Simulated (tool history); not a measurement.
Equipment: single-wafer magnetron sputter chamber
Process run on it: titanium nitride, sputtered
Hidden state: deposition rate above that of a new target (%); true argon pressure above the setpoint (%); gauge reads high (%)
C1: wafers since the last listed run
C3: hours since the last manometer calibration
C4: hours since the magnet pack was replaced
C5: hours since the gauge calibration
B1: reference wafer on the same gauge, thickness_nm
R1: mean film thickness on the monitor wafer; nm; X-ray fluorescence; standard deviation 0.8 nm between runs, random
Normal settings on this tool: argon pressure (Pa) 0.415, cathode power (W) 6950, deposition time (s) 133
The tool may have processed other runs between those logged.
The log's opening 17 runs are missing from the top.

{"run": 18, "hour": 781.0, "argon pressure (Pa)": 0.55, "cathode power (W)": 5550, "deposition time (s)": 140, "C1": 462, "wafers on the sputter target": 6235, "C3": 261.1, "C4": 464.4, "C5": 1905.4, "B1": 161.994, "R1": 127.799}
{"hour": 847.6, "done": "gauge calibrated"}
{"run": 19, "hour": 851.7, "argon pressure (Pa)": 0.415, "cathode power (W)": 6950, "deposition time (s)": 112, "C1": 984, "wafers on the sputter target": 7219, "C3": 331.8, "C4": 535.1, "C5": 4.1, "B1": 162.166, "R1": 130.034}
{"run": 20, "hour": 921.1, "argon pressure (Pa)": 0.358, "cathode power (W)": 6950, "deposition time (s)": 133, "C1": 965, "wafers on the sputter target": 8185, "C3": 401.2, "C4": 604.5, "C5": 73.5, "B1": 161.799, "R1": 155.879}
{"hour": 947.3, "done": "sputter target and shields replaced"}
{"run": 21, "hour": 947.8, "argon pressure (Pa)": 0.415, "cathode power (W)": 6950, "deposition time (s)": 133, "C1": 260, "wafers on the sputter target": 7, "C3": 427.9, "C4": 631.2, "C5": 100.2, "B1": 161.868, "R1": 155.571}
{"run": 22, "hour": 991.0, "argon pressure (Pa)": 0.578, "cathode power (W)": 8300, "deposition time (s)": 133, "C1": 601, "wafers on the sputter target": 608, "C3": 471.1, "C4": 674.4, "C5": 143.4, "B1": 161.919, "R1": 167.445}
{"run": 23, "hour": 1021.7, "argon pressure (Pa)": 0.511, "cathode power (W)": 6950, "deposition time (s)": 133, "C1": 427, "wafers on the sputter target": 1035, "C3": 501.8, "C4": 705.1, "C5": 174.1, "B1": 162.018, "R1": 149.758}
{"run": 24, "hour": 1116.9, "argon pressure (Pa)": 0.415, "cathode power (W)": 6950, "deposition time (s)": 133, "C1": 1325, "wafers on the sputter target": 2360, "C3": 597.0, "C4": 800.3, "C5": 269.3, "B1": 162.042, "R1": 155.706}
{"run": 25, "hour": 1169.4, "argon pressure (Pa)": 0.415, "cathode power (W)": 8600, "deposition time (s)": 114, "C1": 730, "wafers on the sputter target": 3091, "C3": 649.5, "C4": 852.8, "C5": 321.8, "B1": 162.045, "R1": 159.059}
{"run": 26, "hour": 1211.9, "argon pressure (Pa)": 0.415, "cathode power (W)": 5550, "deposition time (s)": 133, "C1": 591, "wafers on the sputter target": 3683, "C3": 692.0, "C4": 895.3, "C5": 364.3, "B1": 162.057, "R1": 130.849}
{"run": 27, "hour": 1273.9, "argon pressure (Pa)": 0.415, "cathode power (W)": 6450, "deposition time (s)": 151, "C1": 862, "wafers on the sputter target": 4546, "C3": 754.0, "C4": 957.3, "C5": 426.3, "B1": 161.824, "R1": 167.146}
{"run": 28, "hour": 1345.8, "argon pressure (Pa)": 0.519, "cathode power (W)": 6950, "deposition time (s)": 115, "C1": 1000, "wafers on the sputter target": 5546, "C3": 825.9, "C4": 1029.2, "C5": 498.2, "B1": 161.929, "R1": 127.795}
{"run": 29, "hour": 1406.8, "argon pressure (Pa)": 0.415, "cathode power (W)": 6950, "deposition time (s)": 112, "C1": 849, "wafers on the sputter target": 6395, "C3": 886.9, "C4": 1090.2, "C5": 559.2, "B1": 162.112, "R1": 130.015}
{"run": 30, "hour": 1448.8, "argon pressure (Pa)": 0.463, "cathode power (W)": 6950, "deposition time (s)": 153, "C1": 584, "wafers on the sputter target": 6980, "C3": 928.9, "C4": 1132.2, "C5": 601.2, "B1": 162.02, "R1": 170.592}
{"run": 31, "hour": 1476.4, "argon pressure (Pa)": 0.469, "cathode power (W)": 6150, "deposition time (s)": 149, "C1": 384, "wafers on the sputter target": 7364, "C3": 956.5, "C4": 1159.8, "C5": 628.8, "B1": 162.091, "R1": 152.562}
{"run": 32, "hour": 1525.0, "argon pressure (Pa)": 0.415, "cathode power (W)": 8300, "deposition time (s)": 133, "C1": 676, "wafers on the sputter target": 8040, "C3": 1005.1, "C4": 1208.4, "C5": 677.4, "B1": 162.138, "R1": 174.795}
{"hour": 1550.3, "done": "sputter target and shields replaced"}
{"run": 33, "hour": 1558.5, "argon pressure (Pa)": 0.415, "cathode power (W)": 8500, "deposition time (s)": 133, "C1": 354, "wafers on the sputter target": 114, "C3": 1038.6, "C4": 1241.9, "C5": 710.9, "B1": 161.945, "R1": 183.538}

Predict each of these 5 candidate next runs independently; none follows another, all start after run 33:
{"run": "A", "hour": 1558.9, "argon pressure (Pa)": 0.259, "cathode power (W)": 6950, "deposition time (s)": 133, "C1": 5, "wafers on the sputter target": 119, "C3": 1039.0, "C4": 1242.3, "C5": 711.3, "B1": "?", "R1": "?"}
{"run": "B", "hour": 1558.9, "argon pressure (Pa)": 0.544, "cathode power (W)": 6950, "deposition time (s)": 108, "C1": 5, "wafers on the sputter target": 119, "C3": 1039.0, "C4": 1242.3, "C5": 711.3, "B1": "?", "R1": "?"}
{"run": "C", "hour": 1558.9, "argon pressure (Pa)": 0.415, "cathode power (W)": 8550, "deposition time (s)": 147, "C1": 5, "wafers on the sputter target": 119, "C3": 1039.0, "C4": 1242.3, "C5": 711.3, "B1": "?", "R1": "?"}
{"run": "D", "hour": 1558.9, "argon pressure (Pa)": 0.362, "cathode power (W)": 6950, "deposition time (s)": 123, "C1": 5, "wafers on the sputter target": 119, "C3": 1039.0, "C4": 1242.3, "C5": 711.3, "B1": "?", "R1": "?"}
{"run": "E", "hour": 1558.9, "argon pressure (Pa)": 0.5, "cathode power (W)": 8500, "deposition time (s)": 158, "C1": 5, "wafers on the sputter target": 119, "C3": 1039.0, "C4": 1242.3, "C5": 711.3, "B1": "?", "R1": "?"}

run=A B1=162.217 R1=167.864
run=B B1=162.217 R1=119.646
run=C B1=162.217 R1=203.139
run=D B1=162.217 R1=147.990
run=E B1=162.217 R1=209.102
Without the tool's unlogged condition, the same runs would have read:
run=A R1=168.530
run=B R1=119.476
run=C R1=203.331
run=D R1=148.279
run=E R1=208.971

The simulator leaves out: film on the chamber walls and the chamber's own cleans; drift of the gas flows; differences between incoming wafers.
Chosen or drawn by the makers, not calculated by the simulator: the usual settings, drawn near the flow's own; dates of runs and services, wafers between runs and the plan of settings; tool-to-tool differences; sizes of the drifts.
